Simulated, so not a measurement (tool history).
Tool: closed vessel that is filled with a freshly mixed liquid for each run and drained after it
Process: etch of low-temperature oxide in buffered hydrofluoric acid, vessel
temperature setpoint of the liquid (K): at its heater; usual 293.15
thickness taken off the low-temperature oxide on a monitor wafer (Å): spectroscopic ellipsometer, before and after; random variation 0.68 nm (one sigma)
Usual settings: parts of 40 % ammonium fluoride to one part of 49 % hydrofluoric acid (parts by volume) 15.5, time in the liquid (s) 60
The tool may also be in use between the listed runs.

run   hour  temperature setpoint of the liquid (K)  parts of 40 % ammonium fluoride to one part of 49 % hydrofluoric acid (parts by volume)  time in the liquid (s)  read-back film thickness of the low-temperature oxide reference wafer, read on the same gauge (nm)  thickness taken off the low-temperature oxide on a monitor wafer (Å)
  1    0.0                                  293.15                                                                                     15.5                      60                                                                                              120.00                                                                 973.6
  2    7.0                                  293.15                                                                                     15.5                      60                                                                                              119.99                                                                 970.1
  3   20.6                                  293.15                                                                                     15.5                      60                                                                                              120.00                                                                 974.9
  4   28.4                                  293.15                                                                                     15.5                      60                                                                                              120.01                                                                 991.6
  5   39.7                                  293.15                                                                                     15.5                      45                                                                                              120.01                                                                 733.6
  6   77.5                                  293.15                                                                                     15.5                      45                                                                                              120.01                                                                 746.0
  7  111.1                                  293.15                                                                                     15.5                      70                                                                                              119.99                                                                1154.9
  8  123.4                                  293.15                                                                                     15.5                      70                                                                                              119.99                                                                1164.6
  9  132.2                                  293.15                                                                                     15.5                      70                                                                                              119.99                                                                1166.5
 10  155.2                                  293.15                                                                                     15.5                      60                                                                                              120.00                                                                 992.0
 11  173.0                                  293.15                                                                                     17.5                      75                                                                                              120.01                                                                1090.1
     178.2  -- hydrofluoric acid flow meter replaced
 12  190.6                                  293.15                                                                                     15.5                      60                                                                                              120.00                                                                1011.5
 13  199.6                                  293.15                                                                                     20.0                      60                                                                                              120.01                                                                 775.0
     202.3  -- gauge calibrated
 14  210.8                                  291.15                                                                                     15.5                      60                                                                                              120.00                                                                 905.2
 15  251.4                                  293.15                                                                                     15.5                      60                                                                                              119.99                                                                1018.5
 16  259.7                                  293.15                                                                                     15.5                      30                                                                                              120.01                                                                 504.6
 17  270.0                                  296.65                                                                                     12.0                      60                                                                                              120.01                                                                1581.0
     278.3  -- thermometer replaced
 18  279.3                                  295.65                                                                                     11.5                      85                                                                                              119.99                                                                1961.0
 19  286.1                                  294.65                                                                                     15.5                      60                                                                                              120.00                                                                 971.4
 20  293.6                                  293.15                                                                                     15.5                      60                                                                                              120.03                                                                 901.9
 21  309.4                                  291.65                                                                                     15.5                      90                                                                                              120.01                                                                1246.5
 22  315.6                                  293.15                                                                                     21.5                      85                                                                                              119.98                                                                 949.2
 23  335.3                                  293.15                                                                                     15.5                      40                                                                                              120.00                                                                 603.2
 24  350.5                                  293.15                                                                                     15.5                      60                                                                                              120.01                                                                 898.9
 25  395.5                                  296.65                                                                                     14.0                      35                                                                                              120.00                                                                 709.5
 26  410.3                                  293.15                                                                                     11.5                      60                                                                                              120.01                                                                1232.6
 27  427.7                                  293.15                                                                                     12.5                      75                                                                                              119.98                                                                1407.3
 28  434.7                                  290.15                                                                                     15.5                      60                                                                                              120.02                                                                 772.2
 29  451.0                                  293.15                                                                                     15.5                      90                                                                                              119.99                                                                1375.6
 30  476.2                                  295.15                                                                                     15.5                      60                                                                                              120.02                                                                1029.7
 31  497.5                                  293.15                                                                                     13.0                      60                                                                                              120.02                                                                1099.6
 32  509.6                                  290.15                                                                                     19.5                      75                                                                                              119.98                                                                 772.2

Forecast each of these 4 alternatives for the next run:
  A  510.3                                  293.15                                                                                     15.5                      60                                                                                                   ?                                                                     ?
  B  510.3                                  293.15                                                                                     15.5                      50                                                                                                   ?                                                                     ?
  C  510.3                                  291.65                                                                                     15.5                      60                                                                                                   ?                                                                     ?
  D  510.3                                  293.15                                                                                     15.5                      75                                                                                                   ?                                                                     ?

run  read-back film thickness of the low-temperature oxide reference wafer, read on the same gauge (nm)  thickness taken off the low-temperature oxide on a monitor wafer (Å)
  A                                                                                              119.99                                                                 922.0
  B                                                                                              119.99                                                                 768.3
  C                                                                                              119.99                                                                 847.7
  D                                                                                              119.99                                                                1152.5
Without the tool's hidden state the same runs would have given:
run  thickness taken off the low-temperature oxide on a monitor wafer (Å)
  A                                                                 876.7
  B                                                                 730.6
  C                                                                 805.7
  D                                                                1095.9
